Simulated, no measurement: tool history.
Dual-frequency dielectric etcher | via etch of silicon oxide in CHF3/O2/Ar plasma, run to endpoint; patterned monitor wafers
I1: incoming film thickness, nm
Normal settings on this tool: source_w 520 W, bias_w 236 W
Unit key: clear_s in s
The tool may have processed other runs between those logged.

Run 1, day 0.000: usual settings but source_w 590 W; I1 395.2. Result: clear_s 193.3 s.
Run 2, day 3.400: usual settings but source_w 590 W; I1 393.9. Result: clear_s 192.0 s.
At day 5.996: wet clean of the chamber.
Run 3, day 6.421: usual settings but bias_w 196 W; I1 387.4. Result: clear_s 223.0 s.
Run 4, day 10.796: usual settings; I1 395.7. Result: clear_s 205.6 s.
Run 5, day 14.942: usual settings; I1 396.0. Result: clear_s 205.0 s.
Run 6, day 16.646: usual settings; I1 393.7. Result: clear_s 202.9 s.
Run 7, day 19.217: usual settings; I1 398.5. Result: clear_s 203.5 s.
At day 20.512: bias power generator calibrated.
Run 8, day 23.512: usual settings; I1 392.0. Result: clear_s 204.8 s.
Run 9, day 25.992: usual settings; I1 393.5. Result: clear_s 201.5 s.
Run 10, day 30.133: usual settings; I1 390.6. Result: clear_s 200.8 s.
At day 31.729: wet clean of the chamber.
Run 11, day 34.083: usual settings; I1 392.2. Result: clear_s 203.6 s.
Run 12, day 37.954: usual settings but source_w 560 W, bias_w 193 W; I1 395.4. Result: clear_s 218.5 s.
Run 13, day 39.688: usual settings but source_w 560 W, bias_w 193 W; I1 398.6. Result: clear_s 221.7 s.
Run 14, day 44.054: usual settings but bias_w 189 W; I1 393.4. Result: clear_s 231.8 s.
Run 15, day 46.879: usual settings but source_w 640 W, bias_w 278 W; I1 399.0. Result: clear_s 167.5 s.
Run 16, day 48.671: usual settings but source_w 560 W, bias_w 252 W; I1 396.6. Result: clear_s 186.4 s.
Run 17, day 52.867: usual settings but source_w 430 W; I1 389.8. Result: clear_s 221.1 s.
At day 56.433: upper electrode replaced.
Run 18, day 57.079: usual settings but source_w 430 W, bias_w 186 W; I1 392.6. Result: clear_s 258.3 s.
At day 59.171: wet clean of the chamber.
Run 19, day 59.192: usual settings but bias_w 294 W; I1 397.3. Result: clear_s 184.5 s.
Run 20, day 62.038: usual settings but source_w 600 W, bias_w 194 W; I1 396.9. Result: clear_s 213.0 s.
Run 21, day 65.233: usual settings; I1 395.2. Result: clear_s 203.0 s.
Run 22, day 69.200: usual settings but source_w 640 W, bias_w 276 W; I1 393.6. Result: clear_s 164.1 s.
Run 23, day 72.417: usual settings but source_w 420 W, bias_w 280 W; I1 396.1. Result: clear_s 208.1 s.
Run 24, day 74.833: usual settings but source_w 460 W, bias_w 289 W; I1 393.0. Result: clear_s 190.6 s.
At day 78.317: source power generator calibrated.
Run 25, day 78.442: usual settings but source_w 650 W; I1 394.7. Result: clear_s 183.1 s.
Run 26, day 81.788: usual settings; I1 396.0. Result: clear_s 205.8 s.
Run 27, day 84.967: usual settings but bias_w 275 W; I1 394.3. Result: clear_s 191.0 s.
At day 87.179: wet clean of the chamber.
Run 28, day 87.200: usual settings; I1 397.9. Result: clear_s 205.9 s.
Run 29, day 90.500: usual settings but source_w 420 W, bias_w 179 W; I1 396.4. Result: clear_s 273.6 s.
Run 30, day 92.838: usual settings but source_w 440 W, bias_w 259 W; I1 399.4. Result: clear_s 214.8 s.
Run 31, day 96.617: usual settings; I1 396.5. Result: clear_s 206.2 s.
Run 32, day 100.446: usual settings; I1 393.6. Result: clear_s 202.3 s.
Run 33, day 103.229: usual settings; I1 392.2. Result: clear_s 201.3 s.
Run 34, day 105.912: usual settings but source_w 400 W, bias_w 206 W; I1 393.2. Result: clear_s 253.8 s.

List, for all runs, the conditions of the tool that the log does not record:
etch rate over this chamber's usual, %: 0 across all the runs
bias power that arrives over what is set, %: 0 across all the runs
H1: source power that arrives over what is set, %
run     H1
  1  0.325
  2  0.958
  3   1.45
  4   2.08
  5   2.58
  6   2.76
  7   3.01
  8   3.38
  9   3.57
 10   3.85
 11   4.07
 12   4.26
 13   4.33
 14    4.5
 15    4.6
 16   4.65
 17   4.77
 18   4.87
 19   4.91
 20   4.96
 21   5.01
 22   5.07
 23   5.11
 24   5.14
 25  0.372
 26   1.01
 27   1.55
 28   1.89
 29   2.34
 30   2.63
 31   3.04
 32   3.39
 33   3.62
 34   3.82
